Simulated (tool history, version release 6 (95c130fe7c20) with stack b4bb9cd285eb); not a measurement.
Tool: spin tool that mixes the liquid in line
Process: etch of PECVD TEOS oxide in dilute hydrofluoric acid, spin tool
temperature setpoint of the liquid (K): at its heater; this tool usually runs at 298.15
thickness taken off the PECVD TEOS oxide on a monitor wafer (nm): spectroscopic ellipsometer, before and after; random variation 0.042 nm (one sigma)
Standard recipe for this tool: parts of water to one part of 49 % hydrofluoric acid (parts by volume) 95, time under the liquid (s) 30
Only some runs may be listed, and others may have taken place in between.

run,hour,temperature setpoint of the liquid (K),parts of water to one part of 49 % hydrofluoric acid (parts by volume),time under the liquid (s),"read-back film thickness of the PECVD TEOS oxide reference wafer, read on the same gauge (nm)",thickness taken off the PECVD TEOS oxide on a monitor wafer (nm)
1,0.0,298.15,95,30,69.99,8.34
2,105.9,298.15,95,30,70.02,8.41
3,207.7,300.15,95,30,70.01,9.11
4,303.6,300.15,95,30,70.01,9.11
5,403.5,298.15,95,30,70.03,8.35
6,503.9,298.15,95,30,70.02,8.32
7,660.8,298.15,95,30,70.02,8.42
8,739.4,298.15,95,40,69.99,11.24
9,776.4,298.15,95,40,70.01,11.21
10,869.5,298.15,95,40,70.03,11.21
11,906.4,293.15,70,35,69.97,11.09
12,965.5,298.15,95,30,70.01,8.35
13,1026.9,300.65,95,30,70.01,9.19
14,1078.7,296.15,140,15,70.03,2.49
15,1175.9,295.15,95,30,69.99,7.43
16,1228.9,302.15,70,50,69.98,22.76
17,1276.1,298.15,95,15,69.95,4.20
18,1343.8,302.65,130,30,69.99,7.00
19,1418.7,298.15,95,30,69.99,8.39
20,1496.9,295.65,135,45,70.01,7.61
21,1594.4,300.65,45,45,70.00,31.21
22,1695.5,298.15,95,30,69.99,8.42
23,1801.7,298.15,95,30,70.02,8.46
24,1859.7,294.65,95,25,70.01,6.05
25,1906.2,301.15,135,30,70.01,6.30
26,1970.1,300.65,110,15,70.00,3.92
27,2063.2,295.15,50,20,70.02,9.97
28,2242.7,298.15,110,40,70.02,9.43
29,2288.3,298.15,95,30,70.00,8.39
30,2490.3,298.15,95,20,69.99,5.61
31,2538.2,301.15,130,35,70.02,7.76
32,2729.1,293.15,140,45,70.00,6.58

Removed from this log: 5 entries logged between the listed runs. Between which two listed runs does each belong, and how does the tool's hidden state at the listed run before it compare with that at the listed run after it?
From run 5 to run 6: thermometer replaced (hour 471.6)
  both runs share identical hidden conditions
From run 6 to run 7: gauge calibrated (hour 508.1)
  both runs share identical hidden conditions
From run 16 to run 17: thermometer replaced (hour 1274.9)
  both runs share identical hidden conditions
From run 19 to run 20: hydrofluoric acid flow meter replaced (hour 1475.3)
  both runs share identical hidden conditions
From run 27 to run 28: thermometer replaced (hour 2180.0)
  both runs share identical hidden conditions
